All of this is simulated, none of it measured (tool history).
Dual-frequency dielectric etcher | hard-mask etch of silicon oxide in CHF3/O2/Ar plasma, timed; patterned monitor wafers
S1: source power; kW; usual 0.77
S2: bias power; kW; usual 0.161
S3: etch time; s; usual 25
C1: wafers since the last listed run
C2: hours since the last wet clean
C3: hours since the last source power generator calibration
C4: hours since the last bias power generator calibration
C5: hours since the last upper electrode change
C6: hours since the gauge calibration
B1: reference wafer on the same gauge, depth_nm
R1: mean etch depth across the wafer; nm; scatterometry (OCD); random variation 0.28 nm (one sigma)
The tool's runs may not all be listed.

run	hour	S1	S2	S3	C1	C2	C3	C4	C5	C6	B1	R1
1	0	0.77	0.161	25	0	297.7	2792.8	4785.3	4308.7	381.4	57.2	50.1
2	10.8	0.77	0.161	25	199	308.5	2803.6	4796.1	4319.5	392.2	57.3	50
3	25	0.77	0.174	25	262	322.7	2817.8	4810.3	4333.7	406.4	57.2	51
4	41.4	0.77	0.174	25	303	339.1	2834.2	4826.7	4350.1	422.8	57.2	50.8
5	51.8	0.77	0.161	25	192	349.5	2844.6	4837.1	4360.5	433.2	57.2	50.1
6	68.9	0.77	0.161	25	316	366.6	2861.7	4854.2	4377.6	450.3	57.2	49.3
7	82.9	0.77	0.161	25	258	380.6	2875.7	4868.2	4391.6	464.3	57.2	49.4
# hour 87.1: source power generator calibrated
8	95.5	0.77	0.161	25	159	393.2	8.4	4880.8	4404.2	476.9	57.2	49.7
9	107.8	0.91	0.178	21	227	405.5	20.7	4893.1	4416.5	489.2	57.2	46
10	115.8	0.69	0.126	25	147	413.5	28.7	4901.1	4424.5	497.2	57.2	44.2
11	133.6	0.77	0.145	19.5	329	431.3	46.5	4918.9	4442.3	515	57.3	37.5
12	148.1	0.87	0.177	21.5	268	445.8	61	4933.4	4456.8	529.5	57.2	45.7
13	159.8	0.77	0.161	25	216	457.5	72.7	4945.1	4468.5	541.2	57.1	49.3
14	175.8	0.7	0.161	25	295	473.5	88.7	4961.1	4484.5	557.2	57.1	47
15	184.2	0.77	0.161	25	155	481.9	97.1	4969.5	4492.9	565.6	57.3	48.8
16	197.8	0.77	0.161	25	251	495.5	110.7	4983.1	4506.5	579.2	57.2	48.8
17	206.3	0.77	0.161	25	157	504	119.2	4991.6	4515	587.7	57.2	49.3
# hour 219.6: bias power generator calibrated
# hour 234.4: upper electrode replaced
18	234.9	0.77	0.13	32	180	532.6	147.8	15.3	0.5	616.3	57.2	59.4
19	235.2	0.77	0.161	25	3	532.9	148.1	15.6	0.8	616.6	57.1	49.3
# hour 259.1: wet clean of the chamber
20	259.6	0.59	0.14	32	9	0.5	172.5	40	25.2	641	57.1	56.2
21	259.9	0.77	0.161	25	5	0.8	172.8	40.3	25.5	641.3	57.2	51.1
# hour 260.3: gauge calibrated
22	264.6	0.85	0.127	27	86	5.5	177.5	45	30.2	4.3	57.2	54.4
23	302.6	0.77	0.161	25	702	43.5	215.5	83	68.2	42.3	57.2	51
24	309.5	0.72	0.132	28.5	127	50.4	222.4	89.9	75.1	49.2	57.2	53.4
25	345.4	0.95	0.123	31	664	86.3	258.3	125.8	111	85.1	57.3	64.7
26	363	0.77	0.186	20.5	325	103.9	275.9	143.4	128.6	102.7	57.2	43.5
27	378.5	0.92	0.191	28	286	119.4	291.4	158.9	144.1	118.2	57.1	64.2
28	389.5	0.94	0.14	29	203	130.4	302.4	169.9	155.1	129.2	57.1	61.7
29	396.7	0.77	0.161	20	133	137.6	309.6	177.1	162.3	136.4	57.2	40.6

5 ways to go on from here, each from the tool as it stands after run 29. What would each give?
A	397.1	0.77	0.173	25	7	138	310	177.5	162.7	136.8	?	?
B	397.1	0.77	0.126	18.5	7	138	310	177.5	162.7	136.8	?	?
C	397.1	0.62	0.14	20.5	7	138	310	177.5	162.7	136.8	?	?
D	397.1	0.87	0.199	30.5	7	138	310	177.5	162.7	136.8	?	?
E	397.1	0.68	0.161	25	7	138	310	177.5	162.7	136.8	?	?

run	B1	R1
A	57.1	51.8
B	57.1	35.3
C	57.1	36.4
D	57.1	69.4
E	57.1	48.1
Without the tool's hidden state the same runs would have given:
run	R1
A	52.6
B	35.8
C	37
D	70.4
E	48.8
